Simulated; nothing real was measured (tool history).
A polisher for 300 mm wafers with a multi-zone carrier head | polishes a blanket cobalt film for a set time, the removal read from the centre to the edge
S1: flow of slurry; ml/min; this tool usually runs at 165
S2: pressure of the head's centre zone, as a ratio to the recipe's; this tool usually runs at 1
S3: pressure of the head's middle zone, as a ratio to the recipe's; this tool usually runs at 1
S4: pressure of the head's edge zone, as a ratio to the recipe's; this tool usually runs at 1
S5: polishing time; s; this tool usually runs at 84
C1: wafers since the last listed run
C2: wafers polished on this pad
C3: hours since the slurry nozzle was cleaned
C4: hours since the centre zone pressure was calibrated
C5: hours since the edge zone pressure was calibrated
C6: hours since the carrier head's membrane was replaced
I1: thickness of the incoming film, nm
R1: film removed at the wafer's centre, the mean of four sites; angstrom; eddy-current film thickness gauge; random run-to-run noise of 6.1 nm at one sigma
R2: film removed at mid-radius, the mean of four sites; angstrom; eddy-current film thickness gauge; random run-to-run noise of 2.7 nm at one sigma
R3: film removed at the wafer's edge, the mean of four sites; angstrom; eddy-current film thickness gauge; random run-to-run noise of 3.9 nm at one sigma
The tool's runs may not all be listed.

run    hour   S1    S2    S3    S4   S5   C1    C2     C3      C4     C5      C6      I1    R1    R2    R3
  1       0  145     1     1     1   69    0  2639  552.2   359.2  143.8     234  1550.8  3443  3440  3508
  2    56.7  165     1     1     1   84  412  3052  608.9   415.9  200.5   290.7  1556.2  4287  4295  4271
  3   156.1  165  0.88  0.96   1.1   57  723  3775  708.3   515.3  299.9   390.1  1529.3  2488  2754  2954
  4   243.1  165     1  0.96     1   84  632  4408  795.3   602.3  386.9   477.1  1562.6  4057  4043  4200
      248.6  -- slurry nozzle cleaned
  5   284.4  110     1  1.06  1.07   75  293  4701   35.8   643.6  428.2   518.4  1527.7  3322  3552  3517
      346.4  -- worn pad replaced by a new one
  6   364.4  165     1  0.94     1   84  552   131  115.8   723.6  508.2   598.4  1586.6  4454  4320  4511
  7   432.5  165     1     1     1  101  495   626  183.9   791.7  576.3   666.5  1546.6  5268  5414  5354
  8   511.7  165     1     1  0.95   84  576  1202  263.1   870.9  655.5   745.7  1568.3  4274  4464  4335
        540  -- centre zone pressure recalibrated
  9   581.5  165     1     1  1.06   84  493  1695  332.9    41.5  725.3   815.5  1573.5  4381  4419  4480
 10   676.3  220     1     1     1   84  689  2385  427.7   136.3  820.1   910.3  1565.2  4499  4518  4491
      699.1  -- edge zone pressure recalibrated
 11   761.1  165     1     1     1   84  602  2987  512.5   221.1     62   995.1  1553.7  4220  4245  4216
 12   868.8  210     1  1.04  0.97   64  783  3771  620.2   328.8  169.7  1102.8  1557.1  3278  3454  3288
 13   969.4  165  0.93  1.12  0.94   84  731  4503  720.8   429.4  270.3  1203.4  1562.4  3803  4603  3981
      996.8  -- carrier head's membrane replaced by a new one
 14  1023.7  165     1  1.04  0.92   84  358  4862  775.1   483.7  324.6    26.9  1589.2  4026  4318  4033
     1046.1  -- worn pad replaced by a new one
     1085.4  -- slurry nozzle cleaned
 15  1105.6  165     1     1     1   84  559   425   20.2   565.6  406.5   108.8  1540.5  4366  4471  4409
 16  1209.2  165     1     1  0.89   84  753  1179  123.8   669.2  510.1   212.4  1549.8  4340  4390  4096
 17  1303.1  190     1     1     1   67  683  1862  217.7   763.1    604   306.3    1533  3542  3530  3483
     1392.8  -- edge zone pressure recalibrated
 18  1403.2  165     1     1     1  112  713  2576  317.8   863.2   10.4   406.4  1573.6  5661  5699  5639
 19  1453.7  165     1     1     1   84  367  2943  368.3   913.7   60.9   456.9  1549.6  4128  4262  4313
 20  1557.1  195     1     1  0.91   84  752  3695  471.7  1017.1  164.3   560.3  1570.4  4288  4336  4087
 21  1635.4  165   1.1  1.05     1   84  569  4265    550  1095.4  242.6   638.6  1546.9  4541  4290  4176

The next listed run, before its measurement:
     1694.6  -- centre zone pressure recalibrated
 22  1743.3  165   1   1   1  97  770  5035  657.9  48.7  350.5  746.5  1552.1   ?   ?   ?

R1: 4749 angstrom
R2: 4792 angstrom
R3: 4707 angstrom
Had the tool carried no hidden state, the very same run would have given R1 5234 angstrom, R2 5281 angstrom, R3 5188 angstrom.
